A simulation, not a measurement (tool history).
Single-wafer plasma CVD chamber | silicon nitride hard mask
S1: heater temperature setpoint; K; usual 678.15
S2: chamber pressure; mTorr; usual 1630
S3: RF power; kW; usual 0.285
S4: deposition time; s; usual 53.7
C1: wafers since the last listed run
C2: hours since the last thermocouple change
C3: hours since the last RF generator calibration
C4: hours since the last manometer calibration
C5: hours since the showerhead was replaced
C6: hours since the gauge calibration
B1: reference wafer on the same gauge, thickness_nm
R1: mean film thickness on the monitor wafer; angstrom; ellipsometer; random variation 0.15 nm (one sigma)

| run | day | S1 | S2 | S3 | S4 | C1 | C2 | C3 | C4 | C5 | C6 | B1 | R1 |
|---|---|---|---|---|---|---|---|---|---|---|---|---|---|
| 1 | 0 | 686.15 | 1630 | 0.285 | 61.5 | 0 | 2021.5 | 1135 | 218.5 | 6458.1 | 542.6 | 55.277 | 689.99 |
| 2 | 1.404 | 678.15 | 1500 | 0.32 | 53.7 | 867 | 2055.2 | 1168.7 | 252.2 | 6491.8 | 576.3 | 55.323 | 624.52 |
| 3 | 2.621 | 678.15 | 1630 | 0.285 | 53.7 | 752 | 2084.4 | 1197.9 | 281.4 | 6521 | 605.5 | 55.328 | 600.14 |
| 4 | 3.846 | 678.15 | 1630 | 0.285 | 53.7 | 757 | 2113.8 | 1227.3 | 310.8 | 6550.4 | 634.9 | 55.288 | 601.84 |
| 5 | 5.192 | 678.15 | 1630 | 0.285 | 53.7 | 831 | 2146.1 | 1259.6 | 343.1 | 6582.7 | 667.2 | 55.269 | 601.71 |
| 6 | 7.479 | 678.15 | 1630 | 0.285 | 53.7 | 1413 | 2201 | 1314.5 | 398 | 6637.6 | 722.1 | 55.291 | 601.3 |
| 7 | 10.196 | 678.15 | 1630 | 0.285 | 53.7 | 1679 | 2266.2 | 1379.7 | 463.2 | 6702.8 | 787.3 | 55.298 | 600.85 |
| 8 | 11.988 | 678.15 | 1630 | 0.285 | 53.7 | 1107 | 2309.2 | 1422.7 | 506.2 | 6745.8 | 830.3 | 55.3 | 602.03 |
| 9 | 14.671 | 678.15 | 1630 | 0.285 | 53.7 | 1658 | 2373.6 | 1487.1 | 570.6 | 6810.2 | 894.7 | 55.313 | 602.79 |
| 10 | 16.821 | 678.15 | 1630 | 0.285 | 53.7 | 1328 | 2425.2 | 1538.7 | 622.2 | 6861.8 | 946.3 | 55.295 | 600.37 |
| 11 | 19.179 | 678.15 | 1630 | 0.285 | 57.1 | 1457 | 2481.8 | 1595.3 | 678.8 | 6918.4 | 1002.9 | 55.286 | 638.83 |
| 12 | 25.925 | 678.15 | 1630 | 0.285 | 57.1 | 4169 | 2643.7 | 1757.2 | 840.7 | 7080.3 | 1164.8 | 55.29 | 639.77 |
|  | 26.754 | thermocouple changed; heater temperature recalibrated |
| 13 | 28.904 | 678.15 | 1940 | 0.24 | 53.7 | 1635 | 51.6 | 1828.7 | 912.2 | 7151.8 | 1236.3 | 55.302 | 576.16 |
| 14 | 31.546 | 678.15 | 1820 | 0.34 | 53.7 | 1632 | 115 | 1892.1 | 975.6 | 7215.2 | 1299.7 | 55.264 | 674.51 |
| 15 | 34.292 | 678.15 | 1630 | 0.285 | 45.3 | 1697 | 180.9 | 1958 | 1041.5 | 7281.1 | 1365.6 | 55.358 | 506.69 |
|  | 35.988 | gauge calibrated |
| 16 | 36.242 | 664.15 | 1630 | 0.285 | 58.7 | 1205 | 227.7 | 2004.8 | 1088.3 | 7327.9 | 6.1 | 55.312 | 657.09 |
|  | 38.917 | showerhead replaced |
| 17 | 38.938 | 691.15 | 1790 | 0.235 | 60.8 | 1460 | 292.4 | 2069.5 | 1153 | 0.5 | 70.8 | 55.332 | 622.95 |
| 18 | 41.096 | 678.15 | 1630 | 0.325 | 60.6 | 1334 | 344.2 | 2121.3 | 1204.8 | 52.3 | 122.6 | 55.259 | 723.56 |
|  | 41.725 | capacitance manometer re-zeroed and calibrated |
|  | 42.908 | RF generator calibrated |
| 19 | 43.425 | 678.15 | 1630 | 0.285 | 53.7 | 1027 | 400.1 | 12.4 | 40.8 | 108.2 | 178.5 | 55.242 | 606.36 |
| 20 | 45.55 | 678.15 | 1630 | 0.285 | 61.4 | 1313 | 451.1 | 63.4 | 91.8 | 159.2 | 229.5 | 55.314 | 692.71 |
| 21 | 47.829 | 678.15 | 1630 | 0.285 | 53.7 | 1408 | 505.8 | 118.1 | 146.5 | 213.9 | 284.2 | 55.301 | 607.48 |
| 22 | 50.142 | 678.15 | 1630 | 0.255 | 62.8 | 1429 | 561.3 | 173.6 | 202 | 269.4 | 339.7 | 55.304 | 669.75 |
| 23 | 52.833 | 678.15 | 1630 | 0.285 | 53.7 | 1663 | 625.9 | 238.2 | 266.6 | 334 | 404.3 | 55.257 | 607.85 |
| 24 | 54.938 | 682.15 | 2020 | 0.325 | 53.7 | 1300 | 676.4 | 288.7 | 317.1 | 384.5 | 454.8 | 55.298 | 680.06 |

5 ways to go on from here, each from the tool as it stands after run 24. What would each give?
| A | 54.954 | 678.15 | 1630 | 0.285 | 53.7 | 10 | 676.8 | 289.1 | 317.5 | 384.9 | 455.2 | ? | ? |
| B | 54.954 | 678.15 | 1630 | 0.285 | 49.1 | 10 | 676.8 | 289.1 | 317.5 | 384.9 | 455.2 | ? | ? |
| C | 54.954 | 678.15 | 1630 | 0.24 | 45.9 | 10 | 676.8 | 289.1 | 317.5 | 384.9 | 455.2 | ? | ? |
| D | 54.954 | 671.15 | 1920 | 0.25 | 59.8 | 10 | 676.8 | 289.1 | 317.5 | 384.9 | 455.2 | ? | ? |
| E | 54.954 | 678.15 | 1630 | 0.285 | 57.5 | 10 | 676.8 | 289.1 | 317.5 | 384.9 | 455.2 | ? | ? |

| run | B1 | R1 |
|---|---|---|
| A | 55.306 | 604.35 |
| B | 55.306 | 552.68 |
| C | 55.306 | 473.3 |
| D | 55.306 | 658.11 |
| E | 55.306 | 647.04 |
Without the tool's hidden state the same runs would have given:
| run | R1 |
|---|---|
| A | 608.03 |
| B | 556.04 |
| C | 476.3 |
| D | 662.27 |
| E | 650.97 |
